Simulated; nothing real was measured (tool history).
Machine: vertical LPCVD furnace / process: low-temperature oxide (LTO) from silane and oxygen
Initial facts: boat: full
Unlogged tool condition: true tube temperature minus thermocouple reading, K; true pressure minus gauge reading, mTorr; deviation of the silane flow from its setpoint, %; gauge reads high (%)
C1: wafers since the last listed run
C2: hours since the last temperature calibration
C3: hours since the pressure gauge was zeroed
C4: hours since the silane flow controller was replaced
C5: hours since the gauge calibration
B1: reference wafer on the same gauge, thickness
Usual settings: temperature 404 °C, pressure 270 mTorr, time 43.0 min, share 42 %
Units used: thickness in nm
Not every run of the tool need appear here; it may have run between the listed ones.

{"run": 1, "hour": 0.0, "temperature": 404, "pressure": 270, "time": 35.5, "share": 42, "C1": 0, "C2": 1145.5, "C3": 4277.0, "C4": 3764.4, "C5": 627.6, "B1": 508.87, "thickness": 455.01}
{"run": 2, "hour": 36.0, "temperature": 404, "pressure": 270, "time": 43.0, "share": 42, "C1": 481, "C2": 1181.5, "C3": 4313.0, "C4": 3800.4, "C5": 663.6, "B1": 509.12, "thickness": 553.08}
{"run": 3, "hour": 85.3, "temperature": 404, "pressure": 270, "time": 43.0, "share": 42, "C1": 659, "C2": 1230.8, "C3": 4362.3, "C4": 3849.7, "C5": 712.9, "B1": 508.78, "thickness": 551.4}
{"run": 4, "hour": 124.4, "temperature": 404, "pressure": 270, "time": 43.0, "share": 42, "C1": 523, "C2": 1269.9, "C3": 4401.4, "C4": 3888.8, "C5": 752.0, "B1": 509.25, "thickness": 552.44}
{"run": 5, "hour": 172.3, "temperature": 404, "pressure": 270, "time": 43.0, "share": 42, "C1": 640, "C2": 1317.8, "C3": 4449.3, "C4": 3936.7, "C5": 799.9, "B1": 508.83, "thickness": 551.84}
{"run": 6, "hour": 233.2, "temperature": 404, "pressure": 270, "time": 43.0, "share": 42, "C1": 814, "C2": 1378.7, "C3": 4510.2, "C4": 3997.6, "C5": 860.8, "B1": 508.92, "thickness": 553.57}
{"run": 7, "hour": 304.5, "temperature": 404, "pressure": 270, "time": 43.0, "share": 42, "C1": 953, "C2": 1450.0, "C3": 4581.5, "C4": 4068.9, "C5": 932.1, "B1": 509.48, "thickness": 555.24}
{"run": 8, "hour": 335.4, "temperature": 404, "pressure": 270, "time": 43.0, "share": 42, "C1": 413, "C2": 1480.9, "C3": 4612.4, "C4": 4099.8, "C5": 963.0, "B1": 509.34, "thickness": 552.36}
{"run": 9, "hour": 400.2, "temperature": 404, "pressure": 270, "time": 43.0, "share": 42, "C1": 867, "C2": 1545.7, "C3": 4677.2, "C4": 4164.6, "C5": 1027.8, "B1": 509.25, "thickness": 550.04}
{"run": 10, "hour": 455.2, "temperature": 404, "pressure": 270, "time": 43.0, "share": 42, "C1": 735, "C2": 1600.7, "C3": 4732.2, "C4": 4219.6, "C5": 1082.8, "B1": 509.0, "thickness": 556.7}
{"run": 11, "hour": 489.2, "temperature": 404, "pressure": 270, "time": 43.0, "share": 42, "C1": 454, "C2": 1634.7, "C3": 4766.2, "C4": 4253.6, "C5": 1116.8, "B1": 509.11, "thickness": 558.59}
{"run": 12, "hour": 559.0, "temperature": 404, "pressure": 270, "time": 43.0, "share": 42, "C1": 933, "C2": 1704.5, "C3": 4836.0, "C4": 4323.4, "C5": 1186.6, "B1": 508.99, "thickness": 557.9}
{"run": 13, "hour": 659.9, "temperature": 404, "pressure": 270, "time": 43.0, "share": 42, "C1": 1350, "C2": 1805.4, "C3": 4936.9, "C4": 4424.3, "C5": 1287.5, "B1": 509.19, "thickness": 555.71}
{"run": 14, "hour": 823.5, "temperature": 404, "pressure": 270, "time": 43.0, "share": 42, "C1": 2188, "C2": 1969.0, "C3": 5100.5, "C4": 4587.9, "C5": 1451.1, "B1": 508.87, "thickness": 559.9}
{"hour": 863.1, "done": "gauge calibrated"}
{"run": 15, "hour": 891.6, "temperature": 401, "pressure": 270, "time": 43.0, "share": 42, "C1": 911, "C2": 2037.1, "C3": 5168.6, "C4": 4656.0, "C5": 28.5, "B1": 508.58, "thickness": 542.89}
{"hour": 921.3, "done": "thermocouples replaced and temperature profile calibrated"}
{"run": 16, "hour": 947.9, "temperature": 404, "pressure": 270, "time": 43.0, "share": 42, "C1": 432, "C2": 26.6, "C3": 5224.9, "C4": 4712.3, "C5": 84.8, "B1": 508.99, "thickness": 535.32}
{"hour": 997.2, "done": "pressure gauge zeroed"}
{"run": 17, "hour": 997.7, "temperature": 414, "pressure": 250, "time": 43.0, "share": 35, "C1": 345, "C2": 76.4, "C3": 0.5, "C4": 4762.1, "C5": 134.6, "B1": 508.91, "thickness": 438.42}
{"run": 18, "hour": 1039.4, "temperature": 415, "pressure": 270, "time": 43.0, "share": 42, "C1": 557, "C2": 118.1, "C3": 42.2, "C4": 4803.8, "C5": 176.3, "B1": 508.99, "thickness": 605.1}
{"run": 19, "hour": 1094.8, "temperature": 404, "pressure": 325, "time": 29.5, "share": 42, "C1": 741, "C2": 173.5, "C3": 97.6, "C4": 4859.2, "C5": 231.7, "B1": 508.85, "thickness": 443.85}
{"run": 20, "hour": 1156.8, "temperature": 404, "pressure": 270, "time": 43.0, "share": 42, "C1": 829, "C2": 235.5, "C3": 159.6, "C4": 4921.2, "C5": 293.7, "B1": 508.82, "thickness": 539.92}
{"run": 21, "hour": 1217.5, "temperature": 393, "pressure": 270, "time": 43.0, "share": 46, "C1": 812, "C2": 296.2, "C3": 220.3, "C4": 4981.9, "C5": 354.4, "B1": 508.86, "thickness": 529.6}
{"hour": 1255.7, "done": "silane flow controller replaced"}
{"run": 22, "hour": 1256.2, "temperature": 404, "pressure": 270, "time": 43.0, "share": 42, "C1": 196, "C2": 334.9, "C3": 259.0, "C4": 0.5, "C5": 393.1, "B1": 509.13, "thickness": 560.99}
{"run": 23, "hour": 1309.1, "temperature": 404, "pressure": 300, "time": 43.0, "share": 42, "C1": 707, "C2": 387.8, "C3": 311.9, "C4": 53.4, "C5": 446.0, "B1": 508.8, "thickness": 623.32}
{"run": 24, "hour": 1339.6, "temperature": 404, "pressure": 270, "time": 43.0, "share": 42, "C1": 408, "C2": 418.3, "C3": 342.4, "C4": 83.9, "C5": 476.5, "B1": 508.95, "thickness": 560.16}
{"run": 25, "hour": 1407.2, "temperature": 404, "pressure": 270, "time": 57.0, "share": 36, "C1": 904, "C2": 485.9, "C3": 410.0, "C4": 151.5, "C5": 544.1, "B1": 509.19, "thickness": 616.68}
{"run": 26, "hour": 1444.2, "temperature": 409, "pressure": 270, "time": 54.0, "share": 50, "C1": 495, "C2": 522.9, "C3": 447.0, "C4": 188.5, "C5": 581.1, "B1": 509.13, "thickness": 875.18}
{"run": 27, "hour": 1495.4, "temperature": 404, "pressure": 270, "time": 43.0, "share": 42, "C1": 685, "C2": 574.1, "C3": 498.2, "C4": 239.7, "C5": 632.3, "B1": 508.88, "thickness": 560.17}
{"run": 28, "hour": 1551.8, "temperature": 404, "pressure": 305, "time": 43.0, "share": 36, "C1": 754, "C2": 630.5, "C3": 554.6, "C4": 296.1, "C5": 688.7, "B1": 508.9, "thickness": 526.04}
{"run": 29, "hour": 1583.3, "temperature": 404, "pressure": 330, "time": 36.0, "share": 42, "C1": 421, "C2": 662.0, "C3": 586.1, "C4": 327.6, "C5": 720.2, "B1": 509.06, "thickness": 573.74}

Difference, measured minus no-hidden-state, one row per run. Run-to-run variation is common to both terms; the gauge's own scatter need not be:
run=1 thickness=-5.81
run=2 thickness=-6.75
run=3 thickness=-6.30
run=4 thickness=-5.97
run=5 thickness=-5.55
run=6 thickness=-5.04
run=7 thickness=-4.43
run=8 thickness=-4.13
run=9 thickness=-3.55
run=10 thickness=-3.11
run=11 thickness=-2.81
run=12 thickness=-2.17
run=13 thickness=-1.27
run=14 thickness=+0.21
run=15 thickness=+0.87
run=16 thickness=-20.71
run=17 thickness=-21.74
run=18 thickness=-21.70
run=19 thickness=-16.03
run=20 thickness=-18.92
run=21 thickness=-14.84
run=22 thickness=+2.75
run=23 thickness=+2.75
run=24 thickness=+2.31
run=25 thickness=+1.55
run=26 thickness=+4.32
run=27 thickness=+1.67
run=28 thickness=+0.36
run=29 thickness=+1.42

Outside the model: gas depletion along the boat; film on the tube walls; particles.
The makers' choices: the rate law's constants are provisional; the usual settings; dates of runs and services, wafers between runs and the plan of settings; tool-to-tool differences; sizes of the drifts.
